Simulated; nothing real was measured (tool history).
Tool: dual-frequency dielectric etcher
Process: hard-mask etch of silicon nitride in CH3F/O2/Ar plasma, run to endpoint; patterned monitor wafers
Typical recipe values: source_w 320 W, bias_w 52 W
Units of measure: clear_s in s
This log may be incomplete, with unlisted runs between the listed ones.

run,day,source_w,bias_w,"incoming incoming film thickness, nm",clear_s
1,0,320,52,54.1,98.1
2,2.179,320,52,54.4,98.4
3,4.562,320,52,54.5,99
4,5.746,270,52,54.3,102.7
5,13.038,290,52,54,102.2
6,14.517,360,61,54,93
# day 15.929: wet clean of the chamber
7,16.438,360,61,53.6,89.3
8,18.854,320,52,54.2,97.7
9,20.942,320,52,54.1,97.8
10,22.175,320,52,54.1,97.4
11,25.117,320,52,54.2,97.5
# day 31.508: bias power generator calibrated
# day 31.538: source power generator calibrated
12,32.138,320,52,53.9,98.8
13,35.058,320,61,54.1,95.4
14,36.908,320,52,54.4,100.5

For run 15, what comes out?
# day 39: upper electrode replaced
15,39.346,320,42,54.2,?

{"run 15": {"clear_s": 108.3}}
On a tool with no hidden condition, and with the same random variation, this run would have come out at clear_s 102.6 s.

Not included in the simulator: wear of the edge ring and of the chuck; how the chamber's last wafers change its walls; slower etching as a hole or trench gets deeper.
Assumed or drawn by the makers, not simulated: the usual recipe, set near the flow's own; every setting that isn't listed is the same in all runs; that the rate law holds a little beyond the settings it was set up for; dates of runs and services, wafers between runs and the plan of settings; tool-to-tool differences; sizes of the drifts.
